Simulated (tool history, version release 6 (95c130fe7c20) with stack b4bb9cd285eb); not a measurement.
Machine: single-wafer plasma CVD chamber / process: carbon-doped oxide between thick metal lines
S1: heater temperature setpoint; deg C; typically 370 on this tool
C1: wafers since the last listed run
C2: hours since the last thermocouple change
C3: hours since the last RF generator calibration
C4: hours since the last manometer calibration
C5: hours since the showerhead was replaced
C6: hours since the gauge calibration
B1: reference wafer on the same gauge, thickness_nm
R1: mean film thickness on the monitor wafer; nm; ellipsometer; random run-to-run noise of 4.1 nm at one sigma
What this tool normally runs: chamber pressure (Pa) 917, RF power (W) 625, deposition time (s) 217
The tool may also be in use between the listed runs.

run 1 hour=0 | S1=370 chamber_pressure_(Pa)=917 RF_power_(W)=625 deposition_time_(s)=217 | C1=0 C2=2473.9 C3=1134.5 C4=1344.2 C5=3338.7 C6=1888.8 | B1=1488.928 | R1=1291.444
run 2 hour=42.1 | S1=370 chamber_pressure_(Pa)=917 RF_power_(W)=625 deposition_time_(s)=217 | C1=289 C2=2516 C3=1176.6 C4=1386.3 C5=3380.8 C6=1930.9 | B1=1490.243 | R1=1293.304
run 3 hour=68.6 | S1=370 chamber_pressure_(Pa)=917 RF_power_(W)=625 deposition_time_(s)=217 | C1=181 C2=2542.5 C3=1203.1 C4=1412.8 C5=3407.3 C6=1957.4 | B1=1487.046 | R1=1285.313
-- hour=117.6 gauge calibrated
run 4 hour=125.5 | S1=370 chamber_pressure_(Pa)=917 RF_power_(W)=625 deposition_time_(s)=217 | C1=390 C2=2599.4 C3=1260 C4=1469.7 C5=3464.2 C6=7.9 | B1=1488.879 | R1=1283.015
-- hour=157.6 RF generator calibrated
run 5 hour=182.7 | S1=374 chamber_pressure_(Pa)=917 RF_power_(W)=625 deposition_time_(s)=217 | C1=337 C2=2656.6 C3=25.1 C4=1526.9 C5=3521.4 C6=65.1 | B1=1490.602 | R1=1307.435
run 6 hour=242.1 | S1=374 chamber_pressure_(Pa)=917 RF_power_(W)=625 deposition_time_(s)=217 | C1=407 C2=2716 C3=84.5 C4=1586.3 C5=3580.8 C6=124.5 | B1=1491.13 | R1=1315.605
run 7 hour=307.7 | S1=370 chamber_pressure_(Pa)=917 RF_power_(W)=625 deposition_time_(s)=217 | C1=450 C2=2781.6 C3=150.1 C4=1651.9 C5=3646.4 C6=190.1 | B1=1489.641 | R1=1315.762
run 8 hour=364.2 | S1=370 chamber_pressure_(Pa)=917 RF_power_(W)=625 deposition_time_(s)=217 | C1=387 C2=2838.1 C3=206.6 C4=1708.4 C5=3702.9 C6=246.6 | B1=1490.818 | R1=1311.295
run 9 hour=426.8 | S1=370 chamber_pressure_(Pa)=917 RF_power_(W)=625 deposition_time_(s)=217 | C1=429 C2=2900.7 C3=269.2 C4=1771 C5=3765.5 C6=309.2 | B1=1487.67 | R1=1312.963
-- hour=460.8 thermocouple changed; heater temperature recalibrated
run 10 hour=461.8 | S1=370 chamber_pressure_(Pa)=917 RF_power_(W)=625 deposition_time_(s)=217 | C1=185 C2=1 C3=304.2 C4=1806 C5=3800.5 C6=344.2 | B1=1490.169 | R1=1306.871
run 11 hour=494.5 | S1=376 chamber_pressure_(Pa)=1065 RF_power_(W)=625 deposition_time_(s)=242 | C1=224 C2=33.7 C3=336.9 C4=1838.7 C5=3833.2 C6=376.9 | B1=1489.944 | R1=1471.313
run 12 hour=550.3 | S1=370 chamber_pressure_(Pa)=917 RF_power_(W)=750 deposition_time_(s)=217 | C1=383 C2=89.5 C3=392.7 C4=1894.5 C5=3889 C6=432.7 | B1=1488.581 | R1=1542.76
run 13 hour=579.6 | S1=363 chamber_pressure_(Pa)=917 RF_power_(W)=750 deposition_time_(s)=177 | C1=201 C2=118.8 C3=422 C4=1923.8 C5=3918.3 C6=462 | B1=1488.913 | R1=1275.418
-- hour=590.5 capacitance manometer re-zeroed and calibrated
run 14 hour=607.5 | S1=359 chamber_pressure_(Pa)=917 RF_power_(W)=690 deposition_time_(s)=237 | C1=136 C2=146.7 C3=449.9 C4=17 C5=3946.2 C6=489.9 | B1=1491.007 | R1=1593.831
run 15 hour=637.3 | S1=381 chamber_pressure_(Pa)=917 RF_power_(W)=625 deposition_time_(s)=217 | C1=204 C2=176.5 C3=479.7 C4=46.8 C5=3976 C6=519.7 | B1=1490.871 | R1=1279.229
run 16 hour=669.7 | S1=362 chamber_pressure_(Pa)=999 RF_power_(W)=625 deposition_time_(s)=217 | C1=222 C2=208.9 C3=512.1 C4=79.2 C5=4008.4 C6=552.1 | B1=1491.221 | R1=1334.25
run 17 hour=700.5 | S1=370 chamber_pressure_(Pa)=917 RF_power_(W)=625 deposition_time_(s)=242 | C1=211 C2=239.7 C3=542.9 C4=110 C5=4039.2 C6=582.9 | B1=1488.661 | R1=1450.25
run 18 hour=732.4 | S1=370 chamber_pressure_(Pa)=839 RF_power_(W)=625 deposition_time_(s)=217 | C1=219 C2=271.6 C3=574.8 C4=141.9 C5=4071.1 C6=614.8 | B1=1488.989 | R1=1281.043
run 19 hour=788.5 | S1=370 chamber_pressure_(Pa)=917 RF_power_(W)=625 deposition_time_(s)=217 | C1=385 C2=327.7 C3=630.9 C4=198 C5=4127.2 C6=670.9 | B1=1490.217 | R1=1301.455
run 20 hour=823.2 | S1=375 chamber_pressure_(Pa)=1068 RF_power_(W)=525 deposition_time_(s)=217 | C1=238 C2=362.4 C3=665.6 C4=232.7 C5=4161.9 C6=705.6 | B1=1489.054 | R1=1090.758
-- hour=845.7 showerhead replaced
run 21 hour=864.8 | S1=362 chamber_pressure_(Pa)=917 RF_power_(W)=535 deposition_time_(s)=194 | C1=230 C2=404 C3=707.2 C4=274.3 C5=19.1 C6=747.2 | B1=1490.096 | R1=1011.612
run 22 hour=915.6 | S1=370 chamber_pressure_(Pa)=917 RF_power_(W)=625 deposition_time_(s)=217 | C1=348 C2=454.8 C3=758 C4=325.1 C5=69.9 C6=798 | B1=1492.616 | R1=1302.342
run 23 hour=967.2 | S1=370 chamber_pressure_(Pa)=917 RF_power_(W)=660 deposition_time_(s)=217 | C1=354 C2=506.4 C3=809.6 C4=376.7 C5=121.5 C6=849.6 | B1=1491.662 | R1=1359.967
run 24 hour=1080.5 | S1=370 chamber_pressure_(Pa)=917 RF_power_(W)=625 deposition_time_(s)=217 | C1=778 C2=619.7 C3=922.9 C4=490 C5=234.8 C6=962.9 | B1=1490.673 | R1=1297.649
run 25 hour=1125.3 | S1=366 chamber_pressure_(Pa)=1096 RF_power_(W)=535 deposition_time_(s)=217 | C1=307 C2=664.5 C3=967.7 C4=534.8 C5=279.6 C6=1007.7 | B1=1489.836 | R1=1132.911
run 26 hour=1171.9 | S1=370 chamber_pressure_(Pa)=917 RF_power_(W)=750 deposition_time_(s)=196 | C1=319 C2=711.1 C3=1014.3 C4=581.4 C5=326.2 C6=1054.3 | B1=1487.6 | R1=1371.305
run 27 hour=1226.4 | S1=370 chamber_pressure_(Pa)=996 RF_power_(W)=625 deposition_time_(s)=233 | C1=374 C2=765.6 C3=1068.8 C4=635.9 C5=380.7 C6=1108.8 | B1=1489.33 | R1=1401.27

A few steps of R1 between consecutive runs. Split each: what settings, incoming material and random variation would produce without the hidden state, and what is left over for the hidden state, along with gauge scatter present in only one of the two compared results (measured, and without hidden state):
Hidden state present: wafer temperature above the value expected at the setpoint (K); delivered RF power above the setpoint (%); true pressure above the setpoint (%); gauge reads high (%).
Run 4 -> 5: S1 370 -> 374, RF generator calibrated. R1 +24.42 nm: hidden state +30.28, all else -5.86.
Run 13 -> 14: S1 363 -> 359, RF power (W) 750 -> 690, deposition time (s) 177 -> 237, capacitance manometer re-zeroed and calibrated. R1 +318.413 nm: hidden state -4.635, all else +323.048.
Run 14 -> 15: S1 359 -> 381, RF power (W) 690 -> 625, deposition time (s) 237 -> 217. R1 -314.602 nm: hidden state +2.242, all else -316.844.
Run 21 -> 22: S1 362 -> 370, RF power (W) 535 -> 625, deposition time (s) 194 -> 217. R1 +290.73 nm: hidden state -4.918, all else +295.648.
